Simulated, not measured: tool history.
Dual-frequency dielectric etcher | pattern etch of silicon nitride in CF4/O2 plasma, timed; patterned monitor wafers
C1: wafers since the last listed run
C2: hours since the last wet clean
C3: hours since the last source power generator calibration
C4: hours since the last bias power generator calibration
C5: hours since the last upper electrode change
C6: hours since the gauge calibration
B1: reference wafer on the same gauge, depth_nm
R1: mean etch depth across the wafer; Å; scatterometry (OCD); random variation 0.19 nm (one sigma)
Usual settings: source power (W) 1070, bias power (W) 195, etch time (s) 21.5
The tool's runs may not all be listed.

{"run": 1, "day": 0.0, "source power (W)": 1180, "bias power (W)": 195, "etch time (s)": 21.5, "C1": 0, "C2": 271.5, "C3": 1578.0, "C4": 2886.6, "C5": 1719.7, "C6": 210.6, "B1": 81.9, "R1": 986}
{"run": 2, "day": 3.825, "source power (W)": 1180, "bias power (W)": 195, "etch time (s)": 21.5, "C1": 912, "C2": 363.3, "C3": 1669.8, "C4": 2978.4, "C5": 1811.5, "C6": 302.4, "B1": 81.9, "R1": 986}
{"run": 3, "day": 5.754, "source power (W)": 950, "bias power (W)": 195, "etch time (s)": 21.5, "C1": 460, "C2": 409.6, "C3": 1716.1, "C4": 3024.7, "C5": 1857.8, "C6": 348.7, "B1": 81.9, "R1": 864}
{"day": 9.917, "done": "wet clean of the chamber"}
{"run": 4, "day": 9.938, "source power (W)": 950, "bias power (W)": 195, "etch time (s)": 21.5, "C1": 759, "C2": 0.5, "C3": 1816.5, "C4": 3125.1, "C5": 1958.2, "C6": 449.1, "B1": 81.9, "R1": 879}
{"run": 5, "day": 11.254, "source power (W)": 1070, "bias power (W)": 195, "etch time (s)": 21.5, "C1": 314, "C2": 32.1, "C3": 1848.1, "C4": 3156.7, "C5": 1989.8, "C6": 480.7, "B1": 81.9, "R1": 934}
{"run": 6, "day": 14.079, "source power (W)": 1250, "bias power (W)": 195, "etch time (s)": 19.0, "C1": 674, "C2": 99.9, "C3": 1915.9, "C4": 3224.5, "C5": 2057.6, "C6": 548.5, "B1": 81.9, "R1": 909}
{"run": 7, "day": 15.592, "source power (W)": 1070, "bias power (W)": 195, "etch time (s)": 26.5, "C1": 360, "C2": 136.2, "C3": 1952.2, "C4": 3260.8, "C5": 2093.9, "C6": 584.8, "B1": 81.9, "R1": 1148}
{"run": 8, "day": 19.3, "source power (W)": 1070, "bias power (W)": 195, "etch time (s)": 26.5, "C1": 884, "C2": 225.2, "C3": 2041.2, "C4": 3349.8, "C5": 2182.9, "C6": 673.8, "B1": 81.9, "R1": 1152}
{"run": 9, "day": 21.862, "source power (W)": 1070, "bias power (W)": 195, "etch time (s)": 24.5, "C1": 611, "C2": 286.7, "C3": 2102.7, "C4": 3411.3, "C5": 2244.4, "C6": 735.3, "B1": 81.9, "R1": 1061}
{"run": 10, "day": 25.292, "source power (W)": 1070, "bias power (W)": 195, "etch time (s)": 21.5, "C1": 818, "C2": 369.0, "C3": 2185.0, "C4": 3493.6, "C5": 2326.7, "C6": 817.6, "B1": 81.9, "R1": 933}
{"run": 11, "day": 28.583, "source power (W)": 1070, "bias power (W)": 195, "etch time (s)": 21.5, "C1": 785, "C2": 448.0, "C3": 2264.0, "C4": 3572.6, "C5": 2405.7, "C6": 896.6, "B1": 81.9, "R1": 932}
{"day": 29.829, "done": "gauge calibrated"}
{"day": 30.008, "done": "wet clean of the chamber"}
{"run": 12, "day": 31.133, "source power (W)": 1070, "bias power (W)": 195, "etch time (s)": 21.5, "C1": 369, "C2": 27.0, "C3": 2325.2, "C4": 3633.8, "C5": 2466.9, "C6": 31.3, "B1": 81.9, "R1": 945}
{"run": 13, "day": 33.142, "source power (W)": 1340, "bias power (W)": 170, "etch time (s)": 21.5, "C1": 479, "C2": 75.2, "C3": 2373.4, "C4": 3682.0, "C5": 2515.1, "C6": 79.5, "B1": 81.9, "R1": 1048}
{"run": 14, "day": 36.0, "source power (W)": 1070, "bias power (W)": 220, "etch time (s)": 21.5, "C1": 682, "C2": 143.8, "C3": 2442.0, "C4": 3750.6, "C5": 2583.7, "C6": 148.1, "B1": 81.9, "R1": 970}
{"run": 15, "day": 38.188, "source power (W)": 1070, "bias power (W)": 180, "etch time (s)": 24.0, "C1": 521, "C2": 196.3, "C3": 2494.5, "C4": 3803.1, "C5": 2636.2, "C6": 200.6, "B1": 82.0, "R1": 1030}
{"run": 16, "day": 40.133, "source power (W)": 1330, "bias power (W)": 195, "etch time (s)": 23.5, "C1": 464, "C2": 243.0, "C3": 2541.2, "C4": 3849.8, "C5": 2682.9, "C6": 247.3, "B1": 81.9, "R1": 1173}
{"day": 41.767, "done": "source power generator calibrated"}
{"run": 17, "day": 42.833, "source power (W)": 1270, "bias power (W)": 195, "etch time (s)": 21.5, "C1": 604, "C2": 307.8, "C3": 25.6, "C4": 3914.6, "C5": 2747.7, "C6": 312.1, "B1": 81.9, "R1": 1028}
{"day": 44.8, "done": "upper electrode replaced"}
{"run": 18, "day": 45.967, "source power (W)": 1070, "bias power (W)": 195, "etch time (s)": 21.5, "C1": 509, "C2": 383.0, "C3": 100.8, "C4": 3989.8, "C5": 28.0, "C6": 387.3, "B1": 81.9, "R1": 927}
{"day": 48.442, "done": "wet clean of the chamber"}
{"run": 19, "day": 48.462, "source power (W)": 870, "bias power (W)": 238, "etch time (s)": 18.0, "C1": 356, "C2": 0.5, "C3": 160.7, "C4": 4049.7, "C5": 87.9, "C6": 447.2, "B1": 81.9, "R1": 730}
{"day": 50.088, "done": "bias power generator calibrated"}
{"run": 20, "day": 50.633, "source power (W)": 1140, "bias power (W)": 208, "etch time (s)": 25.0, "C1": 478, "C2": 52.6, "C3": 212.8, "C4": 13.1, "C5": 140.0, "C6": 499.3, "B1": 81.9, "R1": 1140}
{"run": 21, "day": 53.142, "source power (W)": 1070, "bias power (W)": 195, "etch time (s)": 21.5, "C1": 598, "C2": 112.8, "C3": 273.0, "C4": 73.3, "C5": 200.2, "C6": 559.5, "B1": 81.9, "R1": 927}
{"run": 22, "day": 56.788, "source power (W)": 1070, "bias power (W)": 195, "etch time (s)": 21.5, "C1": 869, "C2": 200.3, "C3": 360.5, "C4": 160.8, "C5": 287.7, "C6": 647.0, "B1": 81.9, "R1": 929}
{"run": 23, "day": 62.888, "source power (W)": 880, "bias power (W)": 174, "etch time (s)": 18.0, "C1": 1455, "C2": 346.7, "C3": 506.9, "C4": 307.2, "C5": 434.1, "C6": 793.4, "B1": 81.9, "R1": 670}
{"run": 24, "day": 67.038, "source power (W)": 1070, "bias power (W)": 195, "etch time (s)": 16.0, "C1": 990, "C2": 446.3, "C3": 606.5, "C4": 406.8, "C5": 533.7, "C6": 893.0, "B1": 81.9, "R1": 686}

4 ways to go on from here, each from the tool as it stands after run 24. What would each give?
{"run": "A", "day": 67.054, "source power (W)": 1070, "bias power (W)": 195, "etch time (s)": 23.5, "C1": 3, "C2": 446.7, "C3": 606.9, "C4": 407.2, "C5": 534.1, "C6": 893.4, "B1": "?", "R1": "?"}
{"run": "B", "day": 67.054, "source power (W)": 1070, "bias power (W)": 219, "etch time (s)": 21.5, "C1": 3, "C2": 446.7, "C3": 606.9, "C4": 407.2, "C5": 534.1, "C6": 893.4, "B1": "?", "R1": "?"}
{"run": "C", "day": 67.054, "source power (W)": 1330, "bias power (W)": 241, "etch time (s)": 21.5, "C1": 3, "C2": 446.7, "C3": 606.9, "C4": 407.2, "C5": 534.1, "C6": 893.4, "B1": "?", "R1": "?"}
{"run": "D", "day": 67.054, "source power (W)": 1070, "bias power (W)": 195, "etch time (s)": 20.0, "C1": 3, "C2": 446.7, "C3": 606.9, "C4": 407.2, "C5": 534.1, "C6": 893.4, "B1": "?", "R1": "?"}

run=A B1=81.9 R1=1011
run=B B1=81.9 R1=952
run=C B1=81.9 R1=1117
run=D B1=81.9 R1=860
Without the tool's hidden state the same runs would have given:
run=A R1=1020
run=B R1=960
run=C R1=1127
run=D R1=868

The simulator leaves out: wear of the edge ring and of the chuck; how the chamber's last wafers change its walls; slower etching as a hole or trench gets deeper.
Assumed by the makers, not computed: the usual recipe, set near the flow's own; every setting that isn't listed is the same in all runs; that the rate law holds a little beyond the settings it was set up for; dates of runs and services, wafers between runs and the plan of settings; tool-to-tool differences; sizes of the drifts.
